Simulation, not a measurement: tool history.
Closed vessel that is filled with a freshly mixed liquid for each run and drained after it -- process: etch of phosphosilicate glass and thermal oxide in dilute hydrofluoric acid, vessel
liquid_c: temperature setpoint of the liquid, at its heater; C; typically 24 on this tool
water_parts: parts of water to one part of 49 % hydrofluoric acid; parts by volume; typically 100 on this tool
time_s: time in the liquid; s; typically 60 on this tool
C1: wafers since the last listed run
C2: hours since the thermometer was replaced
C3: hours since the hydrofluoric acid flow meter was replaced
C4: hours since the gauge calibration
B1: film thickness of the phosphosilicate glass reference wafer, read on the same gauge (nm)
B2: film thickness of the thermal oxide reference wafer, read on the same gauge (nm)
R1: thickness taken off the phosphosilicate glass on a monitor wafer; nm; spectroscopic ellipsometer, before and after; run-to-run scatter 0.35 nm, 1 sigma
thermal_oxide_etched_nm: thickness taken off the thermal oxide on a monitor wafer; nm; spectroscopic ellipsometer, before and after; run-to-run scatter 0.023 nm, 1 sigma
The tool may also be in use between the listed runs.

Run 1, hour 0: usual settings; C1 0; C2 874.7; C3 840; C4 988.6; B1 30.01; B2 110.016. Result: R1 37.32 nm, thermal_oxide_etched_nm 2.581 nm.
At hour 43.4: thermometer replaced.
Run 2, hour 58: usual settings; C1 6963; C2 14.6; C3 898; C4 1046.6; B1 29.99; B2 109.984. Result: R1 38.93 nm, thermal_oxide_etched_nm 2.74 nm.
At hour 68.2: gauge calibrated.
At hour 82.4: hydrofluoric acid flow meter replaced.
Run 3, hour 91.6: usual settings; C1 3982; C2 48.2; C3 9.2; C4 23.4; B1 30.01; B2 109.98. Result: R1 37.58 nm, thermal_oxide_etched_nm 2.746 nm.
Run 4, hour 114.8: usual settings; C1 2834; C2 71.4; C3 32.4; C4 46.6; B1 29.98; B2 109.991. Result: R1 37.56 nm, thermal_oxide_etched_nm 2.731 nm.
Run 5, hour 139.8: usual settings but time_s 30 s; C1 3054; C2 96.4; C3 57.4; C4 71.6; B1 30.02; B2 109.995. Result: R1 19.21 nm, thermal_oxide_etched_nm 1.359 nm.
Run 6, hour 169.4: usual settings but liquid_c 22.5 C, water_parts 55 parts by volume, time_s 45 s; C1 3616; C2 126; C3 87; C4 101.2; B1 29.99; B2 110.033. Result: R1 52.09 nm, thermal_oxide_etched_nm 3.647 nm.
Run 7, hour 199.8: usual settings but liquid_c 22 C, water_parts 125 parts by volume, time_s 30 s; C1 3713; C2 156.4; C3 117.4; C4 131.6; B1 30.01; B2 109.981. Result: R1 13.86 nm, thermal_oxide_etched_nm 0.958 nm.
Run 8, hour 219.6: usual settings; C1 2418; C2 176.2; C3 137.2; C4 151.4; B1 29.99; B2 109.954. Result: R1 38.35 nm, thermal_oxide_etched_nm 2.65 nm.
Run 9, hour 240.5: usual settings; C1 2553; C2 197.1; C3 158.1; C4 172.3; B1 30.02; B2 110.006. Result: R1 38.1 nm, thermal_oxide_etched_nm 2.709 nm.
Run 10, hour 255.3: usual settings but liquid_c 21.5 C; C1 1808; C2 211.9; C3 172.9; C4 187.1; B1 29.97; B2 109.982. Result: R1 34.74 nm, thermal_oxide_etched_nm 2.454 nm.
Run 11, hour 282.4: usual settings but time_s 75 s; C1 3310; C2 239; C3 200; C4 214.2; B1 30; B2 109.989. Result: R1 47.52 nm, thermal_oxide_etched_nm 3.384 nm.
Run 12, hour 317.2: usual settings but water_parts 85 parts by volume, time_s 50 s; C1 4251; C2 273.8; C3 234.8; C4 249; B1 30; B2 110.021. Result: R1 38.1 nm, thermal_oxide_etched_nm 2.694 nm.
Run 13, hour 334.9: usual settings but liquid_c 28.5 C, water_parts 120 parts by volume, time_s 70 s; C1 2162; C2 291.5; C3 252.5; C4 266.7; B1 30.02; B2 110.07. Result: R1 42.45 nm, thermal_oxide_etched_nm 3.031 nm.
Run 14, hour 363.7: usual settings but liquid_c 22.5 C, water_parts 150 parts by volume; C1 3518; C2 320.3; C3 281.3; C4 295.5; B1 29.99; B2 109.946. Result: R1 22.5 nm, thermal_oxide_etched_nm 1.59 nm.
Run 15, hour 393.2: usual settings; C1 3603; C2 349.8; C3 310.8; C4 325; B1 30.01; B2 109.99. Result: R1 37.62 nm, thermal_oxide_etched_nm 2.69 nm.
Run 16, hour 422.2: usual settings but liquid_c 27 C, water_parts 80 parts by volume, time_s 90 s; C1 3542; C2 378.8; C3 339.8; C4 354; B1 29.99; B2 109.991. Result: R1 81.11 nm, thermal_oxide_etched_nm 5.688 nm.
Run 17, hour 439.1: usual settings but liquid_c 21.5 C, time_s 40 s; C1 2064; C2 395.7; C3 356.7; C4 370.9; B1 29.98; B2 110.024. Result: R1 22.77 nm, thermal_oxide_etched_nm 1.615 nm.
Run 18, hour 478.1: usual settings; C1 4764; C2 434.7; C3 395.7; C4 409.9; B1 30.01; B2 110.029. Result: R1 37.65 nm, thermal_oxide_etched_nm 2.622 nm.
Run 19, hour 493.1: usual settings but water_parts 130 parts by volume, time_s 40 s; C1 1832; C2 449.7; C3 410.7; C4 424.9; B1 30; B2 110.07. Result: R1 18.61 nm, thermal_oxide_etched_nm 1.314 nm.
Run 20, hour 508.3: usual settings but liquid_c 22 C; C1 1856; C2 464.9; C3 425.9; C4 440.1; B1 30.01; B2 109.967. Result: R1 34.3 nm, thermal_oxide_etched_nm 2.411 nm.
Run 21, hour 542.6: usual settings; C1 4190; C2 499.2; C3 460.2; C4 474.4; B1 30; B2 110.018. Result: R1 36.94 nm, thermal_oxide_etched_nm 2.65 nm.
Run 22, hour 623: usual settings; C1 9822; C2 579.6; C3 540.6; C4 554.8; B1 30.01; B2 110.015. Result: R1 37.21 nm, thermal_oxide_etched_nm 2.655 nm.
Run 23, hour 643.7: usual settings but time_s 70 s; C1 2528; C2 600.3; C3 561.3; C4 575.5; B1 29.99; B2 110.017. Result: R1 42.9 nm, thermal_oxide_etched_nm 3.045 nm.
Run 24, hour 672.5: usual settings; C1 3518; C2 629.1; C3 590.1; C4 604.3; B1 29.99; B2 109.988. Result: R1 36.91 nm, thermal_oxide_etched_nm 2.646 nm.
Run 25, hour 756.7: usual settings but water_parts 150 parts by volume, time_s 75 s; C1 10286; C2 713.3; C3 674.3; C4 688.5; B1 30; B2 109.978. Result: R1 28.84 nm, thermal_oxide_etched_nm 2.046 nm.

4 options for the next run, each taken on its own from the tool as it stands now. Forecast them:
Run A, hour 757.4: usual settings but water_parts 115 parts by volume; C1 85; C2 714; C3 675; C4 689.2; B1 ?; B2 ?. Result: R1 ?, thermal_oxide_etched_nm ?.
Run B, hour 757.4: usual settings but liquid_c 21.5 C, time_s 80 s; C1 85; C2 714; C3 675; C4 689.2; B1 ?; B2 ?. Result: R1 ?, thermal_oxide_etched_nm ?.
Run C, hour 757.4: usual settings but water_parts 150 parts by volume, time_s 80 s; C1 85; C2 714; C3 675; C4 689.2; B1 ?; B2 ?. Result: R1 ?, thermal_oxide_etched_nm ?.
Run D, hour 757.4: usual settings but liquid_c 22 C, water_parts 115 parts by volume; C1 85; C2 714; C3 675; C4 689.2; B1 ?; B2 ?. Result: R1 ?, thermal_oxide_etched_nm ?.

run     B1       B2     R1  thermal_oxide_etched_nm
  A  29.99  110.058  31.28                    2.227
  B  29.99  110.058  44.11                     3.14
  C  29.99  110.058  30.73                    2.188
  D  29.99  110.058  28.87                    2.055
Without the tool's unlogged condition, the same runs would have read:
run     R1  thermal_oxide_etched_nm
  A  33.02                     2.35
  B  46.65                     3.32
  C   32.4                    2.306
  D  30.51                    2.172
